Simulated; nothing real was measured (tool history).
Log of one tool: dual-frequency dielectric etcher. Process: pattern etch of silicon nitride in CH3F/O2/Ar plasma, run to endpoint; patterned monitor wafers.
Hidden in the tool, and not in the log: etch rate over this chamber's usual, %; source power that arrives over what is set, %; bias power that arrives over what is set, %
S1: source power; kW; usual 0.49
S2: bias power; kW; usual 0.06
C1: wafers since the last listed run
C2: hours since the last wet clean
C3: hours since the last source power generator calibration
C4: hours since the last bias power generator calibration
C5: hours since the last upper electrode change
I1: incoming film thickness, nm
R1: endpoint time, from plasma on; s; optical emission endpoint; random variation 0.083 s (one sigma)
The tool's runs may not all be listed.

run   hour    S1     S2    C1     C2      C3      C4      C5     I1    R1
  1      0  0.49   0.06     0   11.3  3394.4  1013.7  4010.8  19.73  28.4
  2     38  0.49   0.06   523   49.3  3432.4  1051.7  4048.8  19.66  28.3
  3   67.9  0.49   0.06   412   79.2  3462.3  1081.6  4078.7  19.35  27.9
  4  108.4  0.49   0.06   558  119.7  3502.8  1122.1  4119.2   19.6    28
  5  159.7  0.49   0.06   707    171  3554.1  1173.4  4170.5  19.76  28.3
     331.7  -- upper electrode replaced
  6  343.4  0.49   0.06  2201  354.7  3737.8  1357.1    11.7  19.52  27.9
  7    404  0.49   0.06   835  415.3  3798.4  1417.7    72.3  19.74  28.2
     429.8  -- bias power generator calibrated
  8  469.3  0.49   0.06   845  480.6  3863.7    39.5   137.6  19.76  27.2
  9  514.7  0.57   0.06   625    526  3909.1    84.9     183  19.62  25.3
 10  544.6  0.41   0.05   412  555.9    3939   114.8   212.9   19.5  31.4
       607  -- wet clean of the chamber
     611.2  -- source power generator calibrated
 11  611.7  0.61  0.046   539    4.7     0.5   181.9     280  19.37  28.7
 12  655.6  0.49   0.06   605   48.6    44.4   225.8   323.9  19.65  27.5
 13  693.6  0.49  0.066   523   86.6    82.4   263.8   361.9  19.54  26.1
 14  744.1  0.38   0.06   696  137.1   132.9   314.3   412.4  19.78  30.6
 15  809.1  0.49   0.06   896  202.1   197.9   379.3   477.4  19.65  27.3
 16  833.6  0.43   0.07   337  226.6   222.4   403.8   501.9  19.53  26.3

3 ways to go on from here, each from the tool as it stands after run 16. What would each give?
  A   834  0.49  0.065   5  227  222.8  404.2  502.3  19.63   ?
  B   834  0.53  0.047   5  227  222.8  404.2  502.3  19.63   ?
  C   834  0.52  0.052   5  227  222.8  404.2  502.3  19.63   ?

run    R1
  A  26.2
  B  30.1
  C  28.8
Without the tool's hidden state the same runs would have given:
run    R1
  A  26.7
  B  30.7
  C  29.3

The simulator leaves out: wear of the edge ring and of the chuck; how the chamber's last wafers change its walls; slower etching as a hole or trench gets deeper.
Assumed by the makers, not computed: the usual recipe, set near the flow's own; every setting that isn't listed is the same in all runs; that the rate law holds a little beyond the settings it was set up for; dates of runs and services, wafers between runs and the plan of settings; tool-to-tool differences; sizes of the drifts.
